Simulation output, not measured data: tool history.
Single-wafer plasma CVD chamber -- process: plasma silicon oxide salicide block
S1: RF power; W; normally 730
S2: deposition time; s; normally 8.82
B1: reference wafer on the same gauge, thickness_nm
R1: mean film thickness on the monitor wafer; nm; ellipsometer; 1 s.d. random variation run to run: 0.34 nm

Run 1, day 0: usual settings; B1 88.308. Result: R1 94.093 nm.
At day 0.217: gauge calibrated.
Run 2, day 1.217: usual settings; B1 88.464. Result: R1 93.323 nm.
Run 3, day 2.429: usual settings; B1 88.443. Result: R1 93.948 nm.
Run 4, day 3.008: usual settings; B1 88.396. Result: R1 94.227 nm.
Run 5, day 4.158: usual settings; B1 88.356. Result: R1 93.672 nm.
Run 6, day 4.979: usual settings but S1 650 W; B1 88.463. Result: R1 90.142 nm.
Run 7, day 5.725: usual settings but S1 650 W; B1 88.427. Result: R1 90.198 nm.
Run 8, day 6.733: usual settings but S1 650 W; B1 88.324. Result: R1 89.61 nm.
Run 9, day 8.092: usual settings; B1 88.386. Result: R1 93.718 nm.
Run 10, day 9.071: usual settings; B1 88.403. Result: R1 93.586 nm.
Run 11, day 10.046: usual settings but S1 830 W; B1 88.443. Result: R1 97.328 nm.
Run 12, day 11.275: usual settings but S1 830 W; B1 88.351. Result: R1 97.075 nm.
Run 13, day 12.588: usual settings but S1 625 W; B1 88.356. Result: R1 88.237 nm.
Run 14, day 13.142: usual settings but S1 785 W; B1 88.383. Result: R1 95.197 nm.
Run 15, day 13.879: usual settings but S1 790 W, S2 8.21 s; B1 88.398. Result: R1 88.745 nm.
At day 16.842: showerhead replaced.
Run 16, day 17.779: usual settings but S1 765 W, S2 8.06 s; B1 88.333. Result: R1 85.705 nm.
Run 17, day 18.762: usual settings but S1 615 W, S2 8.1 s; B1 88.4. Result: R1 80.268 nm.
At day 19.421: RF generator calibrated.
Run 18, day 19.442: usual settings but S1 815 W; B1 88.411. Result: R1 98.01 nm.
Run 19, day 20.512: usual settings but S1 770 W, S2 7.72 s; B1 88.405. Result: R1 84.647 nm.
At day 20.562: gauge calibrated.
Run 20, day 21.671: usual settings but S1 615 W, S2 8.1 s; B1 88.385. Result: R1 81.993 nm.
Run 21, day 22.508: usual settings but S1 660 W, S2 9.57 s; B1 88.432. Result: R1 99.547 nm.

Predict the results of run 22:
Run 22, day 23.892: usual settings but S2 9.55 s; B1 ?. Result: R1 ?.

B1: 88.424
R1: 102.49 nm
The same run, on a tool lacking any hidden state, would have yielded R1 102.999 nm.
